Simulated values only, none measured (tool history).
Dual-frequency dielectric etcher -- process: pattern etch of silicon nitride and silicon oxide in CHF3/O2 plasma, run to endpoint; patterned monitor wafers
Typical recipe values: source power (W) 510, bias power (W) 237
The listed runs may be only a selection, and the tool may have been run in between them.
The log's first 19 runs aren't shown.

run,hour,source power (W),bias power (W),"incoming incoming film thickness, nm",endpoint time (s)
20,275.3,570,199,214.6,124.2
# hour 315.4: upper electrode replaced, of another model than before
21,321.9,400,280,218.2,132.3
22,335.1,510,204,216.5,130.7
23,343.3,570,285,217.2,111.2
24,359.4,410,265,216.4,133.2
25,375.4,450,206,215.2,138.2
26,390.2,510,218,217.7,128.5
27,402.6,420,261,216.9,131.4
28,410.8,510,237,217.5,126.3
29,420.6,550,258,215.2,115.2
30,436.7,510,237,213.9,122.3
31,448.3,510,237,220.3,126
32,460.3,510,237,215.7,123.3
33,471.7,450,211,216.7,136.8
34,477.9,510,237,215.1,123.1

Alternative continuations, all from the tool just after run 34; predict every row:
A,478.4,570,237,215.4,?
B,478.4,420,296,215.4,?
C,478.4,590,265,215.4,?
D,478.4,510,278,215.4,?
E,478.4,510,274,215.4,?

run,endpoint time (s)
A,115.8
B,122.6
C,109.4
D,114.8
E,115.4
With no hidden state in the tool, these same runs would have given:
run,endpoint time (s)
A,118.4
B,125.4
C,111.9
D,117.3
E,118
